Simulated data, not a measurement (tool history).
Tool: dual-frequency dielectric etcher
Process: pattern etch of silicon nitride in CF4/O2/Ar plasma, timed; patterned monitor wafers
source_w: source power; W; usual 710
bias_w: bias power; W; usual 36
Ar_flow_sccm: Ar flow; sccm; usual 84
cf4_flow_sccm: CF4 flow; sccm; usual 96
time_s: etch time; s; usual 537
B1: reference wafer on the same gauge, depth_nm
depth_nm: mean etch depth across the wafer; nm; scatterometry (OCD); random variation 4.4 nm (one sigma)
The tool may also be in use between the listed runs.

{"run": 1, "hour": 0.0, "source_w": 710, "bias_w": 36, "Ar_flow_sccm": 84, "cf4_flow_sccm": 96, "time_s": 537, "B1": 1490.2, "depth_nm": 1367.4}
{"run": 2, "hour": 0.5, "source_w": 710, "bias_w": 36, "Ar_flow_sccm": 84, "cf4_flow_sccm": 96, "time_s": 537, "B1": 1490.8, "depth_nm": 1373}
{"run": 3, "hour": 2.8, "source_w": 710, "bias_w": 36, "Ar_flow_sccm": 84, "cf4_flow_sccm": 96, "time_s": 537, "B1": 1491.9, "depth_nm": 1376.4}
{"run": 4, "hour": 10.4, "source_w": 710, "bias_w": 36, "Ar_flow_sccm": 84, "cf4_flow_sccm": 96, "time_s": 537, "B1": 1489.8, "depth_nm": 1378}
{"run": 5, "hour": 26.8, "source_w": 610, "bias_w": 40, "Ar_flow_sccm": 70, "cf4_flow_sccm": 96, "time_s": 537, "B1": 1489.6, "depth_nm": 1303.4}
{"run": 6, "hour": 40.2, "source_w": 540, "bias_w": 29, "Ar_flow_sccm": 90, "cf4_flow_sccm": 96, "time_s": 459, "B1": 1491.4, "depth_nm": 860.4}
{"run": 7, "hour": 50.6, "source_w": 710, "bias_w": 41, "Ar_flow_sccm": 84, "cf4_flow_sccm": 96, "time_s": 537, "B1": 1489.8, "depth_nm": 1459.8}
{"run": 8, "hour": 56.9, "source_w": 710, "bias_w": 36, "Ar_flow_sccm": 84, "cf4_flow_sccm": 96, "time_s": 537, "B1": 1488.2, "depth_nm": 1371.8}
{"hour": 85.6, "done": "upper electrode replaced"}
{"run": 9, "hour": 86.1, "source_w": 710, "bias_w": 36, "Ar_flow_sccm": 74, "cf4_flow_sccm": 96, "time_s": 659.5, "B1": 1491.6, "depth_nm": 1703.4}
{"run": 10, "hour": 86.5, "source_w": 710, "bias_w": 36, "Ar_flow_sccm": 84, "cf4_flow_sccm": 76, "time_s": 537, "B1": 1491.1, "depth_nm": 1335.1}
{"run": 11, "hour": 87.0, "source_w": 590, "bias_w": 36, "Ar_flow_sccm": 70, "cf4_flow_sccm": 73, "time_s": 537, "B1": 1490.1, "depth_nm": 1183.7}
{"run": 12, "hour": 90.7, "source_w": 710, "bias_w": 36, "Ar_flow_sccm": 84, "cf4_flow_sccm": 96, "time_s": 537, "B1": 1491.3, "depth_nm": 1367.7}
{"run": 13, "hour": 99.9, "source_w": 820, "bias_w": 36, "Ar_flow_sccm": 84, "cf4_flow_sccm": 110, "time_s": 537, "B1": 1492.7, "depth_nm": 1555.9}
{"run": 14, "hour": 108.6, "source_w": 780, "bias_w": 36, "Ar_flow_sccm": 84, "cf4_flow_sccm": 96, "time_s": 441, "B1": 1490.6, "depth_nm": 1210.1}
{"run": 15, "hour": 124.0, "source_w": 710, "bias_w": 36, "Ar_flow_sccm": 73, "cf4_flow_sccm": 84, "time_s": 431.5, "B1": 1491, "depth_nm": 1104.6}
{"run": 16, "hour": 137.0, "source_w": 710, "bias_w": 36, "Ar_flow_sccm": 93, "cf4_flow_sccm": 115, "time_s": 658, "B1": 1487.8, "depth_nm": 1705}
{"run": 17, "hour": 154.7, "source_w": 710, "bias_w": 36, "Ar_flow_sccm": 84, "cf4_flow_sccm": 96, "time_s": 537, "B1": 1490.6, "depth_nm": 1371.9}
{"run": 18, "hour": 172.3, "source_w": 710, "bias_w": 36, "Ar_flow_sccm": 84, "cf4_flow_sccm": 96, "time_s": 537, "B1": 1488.5, "depth_nm": 1375.2}
{"run": 19, "hour": 189.3, "source_w": 850, "bias_w": 36, "Ar_flow_sccm": 84, "cf4_flow_sccm": 76, "time_s": 537, "B1": 1489.3, "depth_nm": 1534.5}
{"run": 20, "hour": 198.1, "source_w": 710, "bias_w": 36, "Ar_flow_sccm": 84, "cf4_flow_sccm": 108, "time_s": 537, "B1": 1490, "depth_nm": 1391.1}
{"run": 21, "hour": 207.0, "source_w": 710, "bias_w": 36, "Ar_flow_sccm": 84, "cf4_flow_sccm": 79, "time_s": 537, "B1": 1490.6, "depth_nm": 1337.1}
{"run": 22, "hour": 213.5, "source_w": 710, "bias_w": 36, "Ar_flow_sccm": 84, "cf4_flow_sccm": 113, "time_s": 454.5, "B1": 1490.2, "depth_nm": 1181.9}

3 ways to go on from here, each from the tool as it stands after run 22. What would each give?
{"run": "A", "hour": 214.1, "source_w": 710, "bias_w": 36, "Ar_flow_sccm": 103, "cf4_flow_sccm": 96, "time_s": 537, "B1": "?", "depth_nm": "?"}
{"run": "B", "hour": 214.1, "source_w": 710, "bias_w": 36, "Ar_flow_sccm": 84, "cf4_flow_sccm": 96, "time_s": 592.5, "B1": "?", "depth_nm": "?"}
{"run": "C", "hour": 214.1, "source_w": 830, "bias_w": 31, "Ar_flow_sccm": 84, "cf4_flow_sccm": 96, "time_s": 537, "B1": "?", "depth_nm": "?"}

run=A B1=1489.2 depth_nm=1340
run=B B1=1489.2 depth_nm=1515.3
run=C B1=1489.2 depth_nm=1445.6
Without the tool's hidden state the same runs would have given:
run=A depth_nm=1340
run=B depth_nm=1515.3
run=C depth_nm=1445.6
